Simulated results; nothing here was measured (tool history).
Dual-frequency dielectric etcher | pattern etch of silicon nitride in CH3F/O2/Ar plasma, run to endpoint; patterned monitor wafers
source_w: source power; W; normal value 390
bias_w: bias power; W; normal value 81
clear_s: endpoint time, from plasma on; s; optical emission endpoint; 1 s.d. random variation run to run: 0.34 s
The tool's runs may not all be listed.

run	hour	source_w	bias_w	wafers since the last listed run	hours since the last wet clean	hours since the last source power generator calibration	hours since the last bias power generator calibration	hours since the last upper electrode change	incoming incoming film thickness, nm	clear_s
1	0	390	81	0	8.8	2931.4	4671.4	4944.8	48.48	70.6
2	15.4	390	81	182	24.2	2946.8	4686.8	4960.2	48.5	70.5
3	21.5	390	81	72	30.3	2952.9	4692.9	4966.3	48.44	69.8
4	37.8	390	81	193	46.6	2969.2	4709.2	4982.6	48.49	70.3
5	54.4	390	81	196	63.2	2985.8	4725.8	4999.2	48.87	70.6
6	63.4	390	90	106	72.2	2994.8	4734.8	5008.2	48.23	68
7	101.2	390	81	447	110	3032.6	4772.6	5046	48.19	69.1
8	114.4	390	81	156	123.2	3045.8	4785.8	5059.2	48.35	70.1
9	130.4	390	81	189	139.2	3061.8	4801.8	5075.2	48.18	68.9
10	143.5	390	81	155	152.3	3074.9	4814.9	5088.3	48.43	69.7
11	179.5	390	81	426	188.3	3110.9	4850.9	5124.3	47.81	68.3
12	189.7	390	81	120	198.5	3121.1	4861.1	5134.5	48.7	70.3
13	197.6	390	69	93	206.4	3129	4869	5142.4	48.66	72
# hour 203.1: bias power generator calibrated
14	206	390	69	52	214.8	3137.4	2.9	5150.8	49.03	72.8
15	222.5	390	69	195	231.3	3153.9	19.4	5167.3	47.98	70.8
16	234.3	390	81	139	243.1	3165.7	31.2	5179.1	48.46	68.9
17	251.2	390	81	200	260	3182.6	48.1	5196	48.49	68.9
18	262	390	81	127	270.8	3193.4	58.9	5206.8	47.93	67.3
19	271.4	480	70	111	280.2	3202.8	68.3	5216.2	48.46	64.5
# hour 287: source power generator calibrated
20	296.3	390	93	247	305.1	9.3	93.2	5241.1	48.22	65.7
21	313.7	420	101	206	322.5	26.7	110.6	5258.5	47.96	60.4
22	328.8	390	81	178	337.6	41.8	125.7	5273.6	48.37	67.7
23	338.7	390	81	117	347.5	51.7	135.6	5283.5	48.86	68.9
# hour 363.6: wet clean of the chamber
24	364.1	300	81	16	0.5	77.1	161	5308.9	48.2	80.6
25	365.6	320	81	17	2	78.6	162.5	5310.4	47.94	78
26	381	390	81	182	17.4	94	177.9	5325.8	48.32	70.6
# hour 438.9: upper electrode replaced
27	439.4	390	88	407	75.8	152.4	236.3	0.5	48.52	68.2
28	478.2	390	67	459	114.6	191.2	275.1	39.3	48.52	73.9
29	489.3	390	68	131	125.7	202.3	286.2	50.4	48.15	72.4
30	501.8	290	88	148	138.2	214.8	298.7	62.9	48.41	79.4
31	512.6	290	96	127	149	225.6	309.5	73.7	48.66	77.9
32	530	390	68	206	166.4	243	326.9	91.1	48.74	72.8
33	539.7	310	86	114	176.1	252.7	336.6	100.8	48.04	75.7
34	549.7	390	93	118	186.1	262.7	346.6	110.8	48.85	66.6

What was the tool's hidden state at every run in the log?
source power that arrives over what is set, %: 0 on each run
bias power that arrives over what is set, %: 0 on each run
H1: etch rate over this chamber's usual, %
run	H1
1	-0.0621
2	0.125
3	0.199
4	0.398
5	0.6
6	0.709
7	1.17
8	1.33
9	1.52
10	1.68
11	2.12
12	2.25
13	2.34
14	2.44
15	2.64
16	2.79
17	2.99
18	3.13
19	3.24
20	3.54
21	3.75
22	3.94
23	4.06
24	-0.0295
25	-0.0113
26	0.176
27	0.887
28	1.36
29	1.49
30	1.65
31	1.78
32	1.99
33	2.11
34	2.23

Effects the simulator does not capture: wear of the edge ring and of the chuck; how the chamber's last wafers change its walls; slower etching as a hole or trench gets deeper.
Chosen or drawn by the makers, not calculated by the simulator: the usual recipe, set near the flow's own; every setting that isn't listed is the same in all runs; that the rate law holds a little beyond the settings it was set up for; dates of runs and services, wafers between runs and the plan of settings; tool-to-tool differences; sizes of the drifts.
